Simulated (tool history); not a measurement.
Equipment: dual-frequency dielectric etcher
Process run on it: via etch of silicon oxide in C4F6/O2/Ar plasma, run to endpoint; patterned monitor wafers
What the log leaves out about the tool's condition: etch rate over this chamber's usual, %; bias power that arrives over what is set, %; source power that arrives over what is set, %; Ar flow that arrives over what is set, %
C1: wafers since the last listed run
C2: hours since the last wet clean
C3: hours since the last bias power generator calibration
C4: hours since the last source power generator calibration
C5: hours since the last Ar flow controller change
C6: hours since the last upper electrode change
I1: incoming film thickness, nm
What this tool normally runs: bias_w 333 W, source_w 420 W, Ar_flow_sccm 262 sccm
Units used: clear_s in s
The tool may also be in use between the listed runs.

run 1 hour=0 | bias_w=353 source_w=420 Ar_flow_sccm=262 | C1=0 C2=119.3 C3=3066.9 C4=2550.4 C5=1465.2 C6=1682.1 | I1=69.6 | clear_s=17.6
run 2 hour=20.1 | bias_w=333 source_w=420 Ar_flow_sccm=262 | C1=272 C2=139.4 C3=3087 C4=2570.5 C5=1485.3 C6=1702.2 | I1=70.1 | clear_s=17.9
run 3 hour=48.6 | bias_w=333 source_w=420 Ar_flow_sccm=262 | C1=387 C2=167.9 C3=3115.5 C4=2599 C5=1513.8 C6=1730.7 | I1=71.1 | clear_s=18.1
run 4 hour=72.4 | bias_w=333 source_w=420 Ar_flow_sccm=262 | C1=323 C2=191.7 C3=3139.3 C4=2622.8 C5=1537.6 C6=1754.5 | I1=70 | clear_s=17.9
run 5 hour=102.1 | bias_w=333 source_w=420 Ar_flow_sccm=262 | C1=403 C2=221.4 C3=3169 C4=2652.5 C5=1567.3 C6=1784.2 | I1=70.3 | clear_s=17.9
-- hour=116.6 source power generator calibrated
run 6 hour=135.9 | bias_w=333 source_w=420 Ar_flow_sccm=262 | C1=404 C2=255.2 C3=3202.8 C4=19.3 C5=1601.1 C6=1818 | I1=70.7 | clear_s=18.1
-- hour=168.6 Ar flow controller replaced
run 7 hour=169.1 | bias_w=333 source_w=420 Ar_flow_sccm=262 | C1=369 C2=288.4 C3=3236 C4=52.5 C5=0.5 C6=1851.2 | I1=69.8 | clear_s=17.8
run 8 hour=194.8 | bias_w=333 source_w=490 Ar_flow_sccm=262 | C1=349 C2=314.1 C3=3261.7 C4=78.2 C5=26.2 C6=1876.9 | I1=69.2 | clear_s=16.8
run 9 hour=225.3 | bias_w=333 source_w=490 Ar_flow_sccm=262 | C1=414 C2=344.6 C3=3292.2 C4=108.7 C5=56.7 C6=1907.4 | I1=70.2 | clear_s=17
run 10 hour=256.5 | bias_w=333 source_w=490 Ar_flow_sccm=262 | C1=423 C2=375.8 C3=3323.4 C4=139.9 C5=87.9 C6=1938.6 | I1=70.6 | clear_s=17.2
run 11 hour=290.3 | bias_w=333 source_w=340 Ar_flow_sccm=262 | C1=459 C2=409.6 C3=3357.2 C4=173.7 C5=121.7 C6=1972.4 | I1=69.9 | clear_s=19.3
run 12 hour=308 | bias_w=268 source_w=420 Ar_flow_sccm=262 | C1=240 C2=427.3 C3=3374.9 C4=191.4 C5=139.4 C6=1990.1 | I1=69.2 | clear_s=18.7
run 13 hour=334 | bias_w=333 source_w=420 Ar_flow_sccm=262 | C1=353 C2=453.3 C3=3400.9 C4=217.4 C5=165.4 C6=2016.1 | I1=69.8 | clear_s=18
run 14 hour=367.8 | bias_w=333 source_w=460 Ar_flow_sccm=262 | C1=459 C2=487.1 C3=3434.7 C4=251.2 C5=199.2 C6=2049.9 | I1=71 | clear_s=17.7
-- hour=399.6 bias power generator calibrated
-- hour=407.9 wet clean of the chamber
run 15 hour=408.4 | bias_w=333 source_w=420 Ar_flow_sccm=262 | C1=384 C2=0.5 C3=8.8 C4=291.8 C5=239.8 C6=2090.5 | I1=70.4 | clear_s=17.9
run 16 hour=414.9 | bias_w=375 source_w=500 Ar_flow_sccm=262 | C1=88 C2=7 C3=15.3 C4=298.3 C5=246.3 C6=2097 | I1=70 | clear_s=16.2
run 17 hour=445.3 | bias_w=379 source_w=360 Ar_flow_sccm=201 | C1=412 C2=37.4 C3=45.7 C4=328.7 C5=276.7 C6=2127.4 | I1=70.2 | clear_s=17.7
run 18 hour=458.5 | bias_w=333 source_w=450 Ar_flow_sccm=308 | C1=179 C2=50.6 C3=58.9 C4=341.9 C5=289.9 C6=2140.6 | I1=69.8 | clear_s=17.7
-- hour=498.4 upper electrode replaced
run 19 hour=498.9 | bias_w=289 source_w=320 Ar_flow_sccm=262 | C1=222 C2=91 C3=99.3 C4=382.3 C5=330.3 C6=0.5 | I1=70.7 | clear_s=20.5
run 20 hour=515.3 | bias_w=333 source_w=420 Ar_flow_sccm=308 | C1=222 C2=107.4 C3=115.7 C4=398.7 C5=346.7 C6=16.9 | I1=70.2 | clear_s=18.3
run 21 hour=533.6 | bias_w=382 source_w=470 Ar_flow_sccm=262 | C1=248 C2=125.7 C3=134 C4=417 C5=365 C6=35.2 | I1=70.5 | clear_s=16.7
run 22 hour=548.1 | bias_w=333 source_w=460 Ar_flow_sccm=316 | C1=196 C2=140.2 C3=148.5 C4=431.5 C5=379.5 C6=49.7 | I1=70.7 | clear_s=17.9
run 23 hour=583.1 | bias_w=333 source_w=460 Ar_flow_sccm=262 | C1=475 C2=175.2 C3=183.5 C4=466.5 C5=414.5 C6=84.7 | I1=70.3 | clear_s=17.5
run 24 hour=609 | bias_w=373 source_w=380 Ar_flow_sccm=241 | C1=351 C2=201.1 C3=209.4 C4=492.4 C5=440.4 C6=110.6 | I1=70.4 | clear_s=18
run 25 hour=637.8 | bias_w=302 source_w=420 Ar_flow_sccm=213 | C1=391 C2=229.9 C3=238.2 C4=521.2 C5=469.2 C6=139.4 | I1=70.5 | clear_s=17.9
run 26 hour=651.3 | bias_w=401 source_w=420 Ar_flow_sccm=262 | C1=183 C2=243.4 C3=251.7 C4=534.7 C5=482.7 C6=152.9 | I1=70 | clear_s=17
run 27 hour=674.1 | bias_w=333 source_w=420 Ar_flow_sccm=262 | C1=309 C2=266.2 C3=274.5 C4=557.5 C5=505.5 C6=175.7 | I1=70.3 | clear_s=17.9
run 28 hour=705.5 | bias_w=333 source_w=420 Ar_flow_sccm=323 | C1=426 C2=297.6 C3=305.9 C4=588.9 C5=536.9 C6=207.1 | I1=70.7 | clear_s=18.5

How the hidden state differs across the entries between the runs, from the last listed run before each to the first after it:
Logged between run 5 and run 6: source power generator calibrated (hour 116.6)
  etch rate over this chamber's usual, %: -0.493 -> -0.568
Logged between run 6 and run 7: Ar flow controller replaced (hour 168.6)
  etch rate over this chamber's usual, %: -0.568 -> -0.642
Logged between run 14 and run 15: bias power generator calibrated (hour 399.6); wet clean of the chamber (hour 407.9)
  etch rate over this chamber's usual, %: -1.08 -> 0.139
Logged between run 18 and run 19: upper electrode replaced (hour 498.4)
  etch rate over this chamber's usual, %: 0.0278 -> -0.0621
